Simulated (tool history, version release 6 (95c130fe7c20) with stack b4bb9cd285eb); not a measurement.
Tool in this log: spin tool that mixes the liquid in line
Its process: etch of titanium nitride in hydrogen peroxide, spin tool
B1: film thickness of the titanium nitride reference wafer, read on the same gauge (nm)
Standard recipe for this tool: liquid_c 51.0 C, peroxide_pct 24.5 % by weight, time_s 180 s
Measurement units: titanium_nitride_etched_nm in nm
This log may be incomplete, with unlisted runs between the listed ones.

{"run": 1, "hour": 0.0, "liquid_c": 51.0, "peroxide_pct": 24.5, "time_s": 180, "B1": 59.98, "titanium_nitride_etched_nm": 10.8}
{"run": 2, "hour": 52.9, "liquid_c": 51.0, "peroxide_pct": 24.5, "time_s": 180, "B1": 60.01, "titanium_nitride_etched_nm": 10.78}
{"run": 3, "hour": 93.0, "liquid_c": 51.0, "peroxide_pct": 24.5, "time_s": 180, "B1": 60.0, "titanium_nitride_etched_nm": 10.77}
{"hour": 117.1, "done": "gauge calibrated"}
{"run": 4, "hour": 154.5, "liquid_c": 51.0, "peroxide_pct": 21.0, "time_s": 135, "B1": 59.99, "titanium_nitride_etched_nm": 7.81}
{"run": 5, "hour": 194.7, "liquid_c": 51.0, "peroxide_pct": 21.0, "time_s": 135, "B1": 60.0, "titanium_nitride_etched_nm": 7.85}
{"run": 6, "hour": 224.6, "liquid_c": 45.5, "peroxide_pct": 24.5, "time_s": 255, "B1": 60.0, "titanium_nitride_etched_nm": 10.19}
{"hour": 249.5, "done": "thermometer replaced"}
{"run": 7, "hour": 268.6, "liquid_c": 51.0, "peroxide_pct": 24.5, "time_s": 180, "B1": 59.98, "titanium_nitride_etched_nm": 10.75}
{"run": 8, "hour": 315.5, "liquid_c": 51.0, "peroxide_pct": 24.5, "time_s": 180, "B1": 60.01, "titanium_nitride_etched_nm": 10.83}
{"run": 9, "hour": 361.3, "liquid_c": 51.0, "peroxide_pct": 24.5, "time_s": 180, "B1": 60.01, "titanium_nitride_etched_nm": 10.74}
{"run": 10, "hour": 409.5, "liquid_c": 51.0, "peroxide_pct": 18.0, "time_s": 150, "B1": 60.0, "titanium_nitride_etched_nm": 8.39}
{"run": 11, "hour": 448.0, "liquid_c": 55.5, "peroxide_pct": 29.0, "time_s": 210, "B1": 60.01, "titanium_nitride_etched_nm": 18.06}
{"hour": 462.7, "done": "new drum of peroxide connected"}
{"run": 12, "hour": 504.0, "liquid_c": 51.0, "peroxide_pct": 24.5, "time_s": 180, "B1": 60.01, "titanium_nitride_etched_nm": 11.01}
{"run": 13, "hour": 530.4, "liquid_c": 51.0, "peroxide_pct": 30.0, "time_s": 150, "B1": 60.04, "titanium_nitride_etched_nm": 9.52}
{"run": 14, "hour": 567.5, "liquid_c": 44.5, "peroxide_pct": 30.0, "time_s": 220, "B1": 59.97, "titanium_nitride_etched_nm": 8.64}
{"run": 15, "hour": 599.7, "liquid_c": 51.0, "peroxide_pct": 24.5, "time_s": 180, "B1": 60.01, "titanium_nitride_etched_nm": 10.96}
{"run": 16, "hour": 656.5, "liquid_c": 43.5, "peroxide_pct": 29.0, "time_s": 180, "B1": 59.99, "titanium_nitride_etched_nm": 6.56}
{"hour": 672.9, "done": "heated supply line repaired"}
{"hour": 679.5, "done": "peroxide flow meter replaced"}
{"run": 17, "hour": 716.0, "liquid_c": 51.0, "peroxide_pct": 22.0, "time_s": 180, "B1": 59.99, "titanium_nitride_etched_nm": 10.6}
{"run": 18, "hour": 763.3, "liquid_c": 55.5, "peroxide_pct": 24.5, "time_s": 220, "B1": 60.01, "titanium_nitride_etched_nm": 18.19}
{"run": 19, "hour": 796.8, "liquid_c": 51.0, "peroxide_pct": 24.5, "time_s": 180, "B1": 59.97, "titanium_nitride_etched_nm": 10.85}
{"run": 20, "hour": 851.2, "liquid_c": 51.0, "peroxide_pct": 29.0, "time_s": 180, "B1": 60.01, "titanium_nitride_etched_nm": 11.22}
{"run": 21, "hour": 995.4, "liquid_c": 51.0, "peroxide_pct": 28.0, "time_s": 235, "B1": 60.0, "titanium_nitride_etched_nm": 14.63}
{"run": 22, "hour": 1026.1, "liquid_c": 51.0, "peroxide_pct": 29.0, "time_s": 180, "B1": 60.01, "titanium_nitride_etched_nm": 11.27}
{"run": 23, "hour": 1066.7, "liquid_c": 51.0, "peroxide_pct": 24.5, "time_s": 180, "B1": 60.0, "titanium_nitride_etched_nm": 10.92}
{"run": 24, "hour": 1099.3, "liquid_c": 51.0, "peroxide_pct": 19.5, "time_s": 210, "B1": 60.02, "titanium_nitride_etched_nm": 12.1}
{"run": 25, "hour": 1152.1, "liquid_c": 55.5, "peroxide_pct": 24.5, "time_s": 220, "B1": 59.98, "titanium_nitride_etched_nm": 18.31}

Each row is a separate what-if for the run after 25, all from the same tool condition, not one after another. Results?
{"run": "A", "hour": 1152.6, "liquid_c": 51.0, "peroxide_pct": 27.5, "time_s": 180, "B1": "?", "titanium_nitride_etched_nm": "?"}
{"run": "B", "hour": 1152.6, "liquid_c": 51.0, "peroxide_pct": 30.0, "time_s": 180, "B1": "?", "titanium_nitride_etched_nm": "?"}
{"run": "C", "hour": 1152.6, "liquid_c": 61.0, "peroxide_pct": 24.5, "time_s": 180, "B1": "?", "titanium_nitride_etched_nm": "?"}
{"run": "D", "hour": 1152.6, "liquid_c": 60.0, "peroxide_pct": 21.5, "time_s": 280, "B1": "?", "titanium_nitride_etched_nm": "?"}

run=A B1=60.00 titanium_nitride_etched_nm=11.23
run=B B1=60.00 titanium_nitride_etched_nm=11.43
run=C B1=60.00 titanium_nitride_etched_nm=21.96
run=D B1=60.00 titanium_nitride_etched_nm=31.03
Without the tool's unlogged condition, the same runs would have read:
run=A titanium_nitride_etched_nm=11.21
run=B titanium_nitride_etched_nm=11.43
run=C titanium_nitride_etched_nm=21.94
run=D titanium_nitride_etched_nm=31.00
